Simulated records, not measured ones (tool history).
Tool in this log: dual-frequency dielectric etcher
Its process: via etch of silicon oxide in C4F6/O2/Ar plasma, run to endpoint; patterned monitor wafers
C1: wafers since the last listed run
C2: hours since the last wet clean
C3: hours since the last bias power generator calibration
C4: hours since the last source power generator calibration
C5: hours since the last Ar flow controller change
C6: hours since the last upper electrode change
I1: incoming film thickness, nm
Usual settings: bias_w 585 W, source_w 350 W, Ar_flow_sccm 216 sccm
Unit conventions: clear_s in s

run 1 day=0.000 | bias_w=585 source_w=350 Ar_flow_sccm=216 | C1=0 C2=207.8 C3=3174.7 C4=2948.7 C5=4093.7 C6=2844.5 | I1=62.2 | clear_s=13.6
run 2 day=0.917 | bias_w=585 source_w=350 Ar_flow_sccm=216 | C1=274 C2=229.8 C3=3196.7 C4=2970.7 C5=4115.7 C6=2866.5 | I1=62.0 | clear_s=13.5
run 3 day=2.162 | bias_w=585 source_w=350 Ar_flow_sccm=216 | C1=373 C2=259.7 C3=3226.6 C4=3000.6 C5=4145.6 C6=2896.4 | I1=62.9 | clear_s=13.6
run 4 day=3.367 | bias_w=585 source_w=350 Ar_flow_sccm=216 | C1=360 C2=288.6 C3=3255.5 C4=3029.5 C5=4174.5 C6=2925.3 | I1=62.2 | clear_s=13.5
run 5 day=4.496 | bias_w=585 source_w=350 Ar_flow_sccm=216 | C1=338 C2=315.7 C3=3282.6 C4=3056.6 C5=4201.6 C6=2952.4 | I1=62.8 | clear_s=13.5
run 6 day=5.367 | bias_w=674 source_w=350 Ar_flow_sccm=187 | C1=260 C2=336.6 C3=3303.5 C4=3077.5 C5=4222.5 C6=2973.3 | I1=62.2 | clear_s=12.5
-- day=6.417 bias power generator calibrated
run 7 day=6.600 | bias_w=674 source_w=350 Ar_flow_sccm=187 | C1=319 C2=366.2 C3=4.4 C4=3107.1 C5=4252.1 C6=3002.9 | I1=61.8 | clear_s=12.5
-- day=7.738 upper electrode replaced
run 8 day=7.812 | bias_w=674 source_w=350 Ar_flow_sccm=187 | C1=63 C2=395.3 C3=33.5 C4=3136.2 C5=4281.2 C6=1.8 | I1=61.7 | clear_s=12.4
run 9 day=8.379 | bias_w=585 source_w=350 Ar_flow_sccm=216 | C1=169 C2=408.9 C3=47.1 C4=3149.8 C5=4294.8 C6=15.4 | I1=62.6 | clear_s=13.5
run 10 day=8.967 | bias_w=585 source_w=350 Ar_flow_sccm=216 | C1=175 C2=423.0 C3=61.2 C4=3163.9 C5=4308.9 C6=29.5 | I1=62.6 | clear_s=13.5
run 11 day=10.175 | bias_w=585 source_w=350 Ar_flow_sccm=216 | C1=361 C2=452.0 C3=90.2 C4=3192.9 C5=4337.9 C6=58.5 | I1=62.9 | clear_s=13.5
run 12 day=10.758 | bias_w=585 source_w=350 Ar_flow_sccm=199 | C1=174 C2=466.0 C3=104.2 C4=3206.9 C5=4351.9 C6=72.5 | I1=63.2 | clear_s=13.4
run 13 day=11.667 | bias_w=585 source_w=350 Ar_flow_sccm=199 | C1=271 C2=487.8 C3=126.0 C4=3228.7 C5=4373.7 C6=94.3 | I1=62.6 | clear_s=13.3
-- day=12.046 source power generator calibrated
run 14 day=12.496 | bias_w=585 source_w=390 Ar_flow_sccm=246 | C1=198 C2=507.7 C3=145.9 C4=10.8 C5=4393.6 C6=114.2 | I1=62.3 | clear_s=13.2
run 15 day=13.012 | bias_w=543 source_w=420 Ar_flow_sccm=194 | C1=154 C2=520.1 C3=158.3 C4=23.2 C5=4406.0 C6=126.6 | I1=62.9 | clear_s=12.9
run 16 day=13.804 | bias_w=585 source_w=350 Ar_flow_sccm=216 | C1=237 C2=539.1 C3=177.3 C4=42.2 C5=4425.0 C6=145.6 | I1=62.0 | clear_s=13.3
run 17 day=14.883 | bias_w=585 source_w=390 Ar_flow_sccm=246 | C1=323 C2=565.0 C3=203.2 C4=68.1 C5=4450.9 C6=171.5 | I1=63.0 | clear_s=13.4
run 18 day=15.967 | bias_w=585 source_w=420 Ar_flow_sccm=216 | C1=324 C2=591.0 C3=229.2 C4=94.1 C5=4476.9 C6=197.5 | I1=62.5 | clear_s=12.8
run 19 day=16.929 | bias_w=585 source_w=350 Ar_flow_sccm=216 | C1=288 C2=614.1 C3=252.3 C4=117.2 C5=4500.0 C6=220.6 | I1=62.0 | clear_s=13.2
run 20 day=18.162 | bias_w=658 source_w=390 Ar_flow_sccm=216 | C1=369 C2=643.7 C3=281.9 C4=146.8 C5=4529.6 C6=250.2 | I1=62.6 | clear_s=12.6
-- day=19.283 wet clean of the chamber
run 21 day=19.304 | bias_w=731 source_w=380 Ar_flow_sccm=251 | C1=42 C2=0.5 C3=309.3 C4=174.2 C5=4557.0 C6=277.6 | I1=62.4 | clear_s=12.8
-- day=19.567 Ar flow controller replaced
run 22 day=19.829 | bias_w=655 source_w=350 Ar_flow_sccm=216 | C1=82 C2=13.1 C3=321.9 C4=186.8 C5=6.3 C6=290.2 | I1=62.6 | clear_s=13.2
run 23 day=20.912 | bias_w=585 source_w=350 Ar_flow_sccm=216 | C1=324 C2=39.1 C3=347.9 C4=212.8 C5=32.3 C6=316.2 | I1=62.5 | clear_s=13.7
run 24 day=22.096 | bias_w=655 source_w=350 Ar_flow_sccm=216 | C1=354 C2=67.5 C3=376.3 C4=241.2 C5=60.7 C6=344.6 | I1=62.7 | clear_s=13.2
run 25 day=22.954 | bias_w=659 source_w=440 Ar_flow_sccm=255 | C1=256 C2=88.1 C3=396.9 C4=261.8 C5=81.3 C6=365.2 | I1=63.1 | clear_s=12.8
run 26 day=23.958 | bias_w=631 source_w=410 Ar_flow_sccm=174 | C1=300 C2=112.2 C3=421.0 C4=285.9 C5=105.4 C6=389.3 | I1=61.9 | clear_s=12.1
run 27 day=24.550 | bias_w=585 source_w=350 Ar_flow_sccm=251 | C1=177 C2=126.4 C3=435.2 C4=300.1 C5=119.6 C6=403.5 | I1=61.9 | clear_s=13.8
run 28 day=25.146 | bias_w=663 source_w=420 Ar_flow_sccm=216 | C1=178 C2=140.7 C3=449.5 C4=314.4 C5=133.9 C6=417.8 | I1=62.3 | clear_s=12.4
run 29 day=25.721 | bias_w=679 source_w=350 Ar_flow_sccm=174 | C1=172 C2=154.5 C3=463.3 C4=328.2 C5=147.7 C6=431.6 | I1=62.8 | clear_s=12.5

4 ways to go on from here, each from the tool as it stands after run 29. What would each give?
run A day=25.738 | bias_w=585 source_w=350 Ar_flow_sccm=249 | C1=4 C2=154.9 C3=463.7 C4=328.6 C5=148.1 C6=432.0 | I1=62.5 | clear_s=?
run B day=25.738 | bias_w=585 source_w=380 Ar_flow_sccm=216 | C1=4 C2=154.9 C3=463.7 C4=328.6 C5=148.1 C6=432.0 | I1=62.5 | clear_s=?
run C day=25.738 | bias_w=502 source_w=350 Ar_flow_sccm=254 | C1=4 C2=154.9 C3=463.7 C4=328.6 C5=148.1 C6=432.0 | I1=62.5 | clear_s=?
run D day=25.738 | bias_w=490 source_w=320 Ar_flow_sccm=239 | C1=4 C2=154.9 C3=463.7 C4=328.6 C5=148.1 C6=432.0 | I1=62.5 | clear_s=?

run=A clear_s=13.9
run=B clear_s=13.2
run=C clear_s=14.5
run=D clear_s=14.8
The same runs, with their run-to-run variation unchanged, on a tool lacking any hidden condition would have given:
run=A clear_s=14.0
run=B clear_s=13.3
run=C clear_s=14.6
run=D clear_s=14.9
